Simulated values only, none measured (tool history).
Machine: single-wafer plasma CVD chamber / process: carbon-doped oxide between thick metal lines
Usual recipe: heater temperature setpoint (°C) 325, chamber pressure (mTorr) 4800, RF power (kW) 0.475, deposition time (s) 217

run,hour,heater temperature setpoint (°C),chamber pressure (mTorr),RF power (kW),deposition time (s),wafers since the last listed run,hours since the last thermocouple change,hours since the last RF generator calibration,hours since the last manometer calibration,hours since the showerhead was replaced,hours since the gauge calibration,"read-back reference wafer on the same gauge, thickness_nm",mean film thickness on the monitor wafer (nm)
1,0.0,325,4800,0.475,228,0,811.6,1451.6,877.9,2232.5,745.2,1059.060,1157.201
2,65.5,325,4800,0.475,217,487,877.1,1517.1,943.4,2298.0,810.7,1059.893,1102.904
3,120.9,325,4800,0.475,217,412,932.5,1572.5,998.8,2353.4,866.1,1059.462,1106.518
# hour 151.9: showerhead replaced, of another model than before
4,152.4,325,4800,0.475,217,174,964.0,1604.0,1030.3,0.5,897.6,1059.868,1100.885
5,190.4,325,4800,0.475,217,282,1002.0,1642.0,1068.3,38.5,935.6,1060.925,1100.723
6,214.5,325,4800,0.475,217,179,1026.1,1666.1,1092.4,62.6,959.7,1060.471,1096.453
7,283.2,325,4800,0.475,217,511,1094.8,1734.8,1161.1,131.3,1028.4,1059.257,1094.660
# hour 315.8: capacitance manometer re-zeroed and calibrated
8,328.0,325,4800,0.475,217,273,1139.6,1779.6,12.2,176.1,1073.2,1058.811,1088.007
9,364.9,325,4800,0.475,217,274,1176.5,1816.5,49.1,213.0,1110.1,1059.783,1091.078
10,427.7,330,4800,0.475,236,467,1239.3,1879.3,111.9,275.8,1172.9,1060.801,1160.898
11,474.0,313,5620,0.515,217,344,1285.6,1925.6,158.2,322.1,1219.2,1061.055,1194.473
12,512.1,330,4800,0.475,236,283,1323.7,1963.7,196.3,360.2,1257.3,1058.716,1161.854
13,536.5,325,4800,0.475,217,181,1348.1,1988.1,220.7,384.6,1281.7,1059.907,1091.151
14,569.1,325,5720,0.475,188,242,1380.7,2020.7,253.3,417.2,1314.3,1060.448,963.686
15,617.6,325,4800,0.475,238,360,1429.2,2069.2,301.8,465.7,1362.8,1060.436,1196.286
16,687.7,335,5370,0.400,217,521,1499.3,2139.3,371.9,535.8,1432.9,1060.575,994.175
# hour 717.8: RF generator calibrated
17,852.5,338,4230,0.475,259,1166,1664.1,134.7,536.7,700.6,1597.7,1061.404,1223.469
18,907.4,325,4800,0.475,217,408,1719.0,189.6,591.6,755.5,1652.6,1060.388,1090.341
19,936.0,325,5700,0.475,217,212,1747.6,218.2,620.2,784.1,1681.2,1060.564,1108.882
# hour 971.8: thermocouple changed; heater temperature recalibrated
20,984.4,325,3900,0.550,217,300,12.6,266.6,668.6,832.5,1729.6,1060.266,1125.750
# hour 1030.0: gauge calibrated
21,1044.8,325,4800,0.475,217,449,73.0,327.0,729.0,892.9,14.8,1059.173,1091.018
22,1116.2,320,3710,0.475,217,531,144.4,398.4,800.4,964.3,86.2,1060.050,1092.151
23,1167.6,315,4800,0.475,217,382,195.8,449.8,851.8,1015.7,137.6,1060.492,1134.728
24,1210.0,315,4800,0.420,250,315,238.2,492.2,894.2,1058.1,180.0,1061.170,1253.913
# hour 1310.6: capacitance manometer re-zeroed and calibrated
25,1342.6,325,4800,0.475,217,926,370.8,624.8,32.0,1190.7,312.6,1060.173,1088.627
26,1412.7,325,4800,0.475,217,521,440.9,694.9,102.1,1260.8,382.7,1060.401,1090.780
27,1448.9,313,4800,0.475,229,269,477.1,731.1,138.3,1297.0,418.9,1059.397,1207.576

Below are 5 alternative next runs, each starting from the tool's condition after run 27. Predict each:
A,1449.4,325,4800,0.560,217,3,477.6,731.6,138.8,1297.5,419.4,?,?
B,1449.4,312,3720,0.475,217,3,477.6,731.6,138.8,1297.5,419.4,?,?
C,1449.4,339,4800,0.395,203,3,477.6,731.6,138.8,1297.5,419.4,?,?
D,1449.4,320,4460,0.415,232,3,477.6,731.6,138.8,1297.5,419.4,?,?
E,1449.4,325,4800,0.475,245,3,477.6,731.6,138.8,1297.5,419.4,?,?

run,"read-back reference wafer on the same gauge, thickness_nm",mean film thickness on the monitor wafer (nm)
A,1058.641,1155.271
B,1058.641,1117.086
C,1058.641,902.587
D,1058.641,1116.761
E,1058.641,1226.619
Had the tool no hidden state, the same runs would have come out as:
run,mean film thickness on the monitor wafer (nm)
A,1155.816
B,1117.590
C,903.013
D,1117.286
E,1227.198
